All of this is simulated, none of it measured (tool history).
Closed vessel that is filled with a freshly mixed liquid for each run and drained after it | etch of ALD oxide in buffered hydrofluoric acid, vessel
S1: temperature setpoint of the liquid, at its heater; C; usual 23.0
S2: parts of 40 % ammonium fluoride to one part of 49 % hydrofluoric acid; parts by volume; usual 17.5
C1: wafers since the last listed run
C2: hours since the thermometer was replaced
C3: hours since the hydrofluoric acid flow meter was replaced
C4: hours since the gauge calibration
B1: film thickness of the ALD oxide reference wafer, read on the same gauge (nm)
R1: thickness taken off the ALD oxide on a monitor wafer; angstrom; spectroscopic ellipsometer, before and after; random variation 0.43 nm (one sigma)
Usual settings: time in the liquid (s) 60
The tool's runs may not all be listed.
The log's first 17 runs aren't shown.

{"hour": 440.5, "done": "hydrofluoric acid flow meter replaced"}
{"run": 18, "hour": 459.0, "S1": 24.5, "S2": 14.0, "time in the liquid (s)": 70, "C1": 2232, "C2": 1436.5, "C3": 18.5, "C4": 789.0, "B1": 119.99, "R1": 935.9}
{"run": 19, "hour": 487.4, "S1": 23.0, "S2": 11.0, "time in the liquid (s)": 60, "C1": 2921, "C2": 1464.9, "C3": 46.9, "C4": 817.4, "B1": 120.02, "R1": 943.1}
{"run": 20, "hour": 504.6, "S1": 23.0, "S2": 17.5, "time in the liquid (s)": 60, "C1": 1769, "C2": 1482.1, "C3": 64.1, "C4": 834.6, "B1": 119.96, "R1": 592.7}
{"run": 21, "hour": 536.5, "S1": 25.5, "S2": 17.5, "time in the liquid (s)": 75, "C1": 3282, "C2": 1514.0, "C3": 96.0, "C4": 866.5, "B1": 120.01, "R1": 847.2}
{"run": 22, "hour": 551.1, "S1": 19.5, "S2": 15.0, "time in the liquid (s)": 85, "C1": 1502, "C2": 1528.6, "C3": 110.6, "C4": 881.1, "B1": 120.0, "R1": 798.9}
{"run": 23, "hour": 570.0, "S1": 27.0, "S2": 23.0, "time in the liquid (s)": 60, "C1": 1944, "C2": 1547.5, "C3": 129.5, "C4": 900.0, "B1": 119.95, "R1": 592.1}
{"hour": 579.1, "done": "thermometer replaced"}
{"hour": 584.1, "done": "gauge calibrated"}
{"run": 24, "hour": 602.1, "S1": 23.0, "S2": 11.0, "time in the liquid (s)": 30, "C1": 3199, "C2": 23.0, "C3": 161.6, "C4": 18.0, "B1": 120.01, "R1": 415.9}
{"run": 25, "hour": 632.2, "S1": 20.0, "S2": 11.5, "time in the liquid (s)": 45, "C1": 3096, "C2": 53.1, "C3": 191.7, "C4": 48.1, "B1": 120.0, "R1": 509.4}
{"run": 26, "hour": 647.5, "S1": 23.0, "S2": 17.5, "time in the liquid (s)": 60, "C1": 1574, "C2": 68.4, "C3": 207.0, "C4": 63.4, "B1": 120.0, "R1": 532.5}
{"run": 27, "hour": 682.1, "S1": 23.0, "S2": 17.5, "time in the liquid (s)": 60, "C1": 3559, "C2": 103.0, "C3": 241.6, "C4": 98.0, "B1": 120.02, "R1": 532.5}
{"run": 28, "hour": 711.8, "S1": 23.0, "S2": 12.0, "time in the liquid (s)": 60, "C1": 3055, "C2": 132.7, "C3": 271.3, "C4": 127.7, "B1": 120.01, "R1": 772.4}
{"run": 29, "hour": 745.5, "S1": 23.0, "S2": 17.5, "time in the liquid (s)": 60, "C1": 3467, "C2": 166.4, "C3": 305.0, "C4": 161.4, "B1": 119.98, "R1": 538.6}
{"run": 30, "hour": 768.6, "S1": 19.0, "S2": 22.0, "time in the liquid (s)": 40, "C1": 2376, "C2": 189.5, "C3": 328.1, "C4": 184.5, "B1": 119.99, "R1": 234.2}
{"run": 31, "hour": 803.9, "S1": 23.0, "S2": 23.5, "time in the liquid (s)": 60, "C1": 3631, "C2": 224.8, "C3": 363.4, "C4": 219.8, "B1": 120.03, "R1": 418.7}

4 ways to go on from here, each from the tool as it stands after run 31. What would each give?
{"run": "A", "hour": 804.6, "S1": 23.0, "S2": 17.5, "time in the liquid (s)": 95, "C1": 72, "C2": 225.5, "C3": 364.1, "C4": 220.5, "B1": "?", "R1": "?"}
{"run": "B", "hour": 804.6, "S1": 26.0, "S2": 15.5, "time in the liquid (s)": 75, "C1": 72, "C2": 225.5, "C3": 364.1, "C4": 220.5, "B1": "?", "R1": "?"}
{"run": "C", "hour": 804.6, "S1": 20.0, "S2": 14.5, "time in the liquid (s)": 90, "C1": 72, "C2": 225.5, "C3": 364.1, "C4": 220.5, "B1": "?", "R1": "?"}
{"run": "D", "hour": 804.6, "S1": 23.0, "S2": 17.5, "time in the liquid (s)": 50, "C1": 72, "C2": 225.5, "C3": 364.1, "C4": 220.5, "B1": "?", "R1": "?"}

run=A B1=120.00 R1=864.4
run=B B1=120.00 R1=905.2
run=C B1=120.00 R1=834.5
run=D B1=120.00 R1=454.9
Without the tool's hidden state the same runs would have given:
run=A R1=848.8
run=B R1=889.2
run=C R1=819.2
run=D R1=446.8
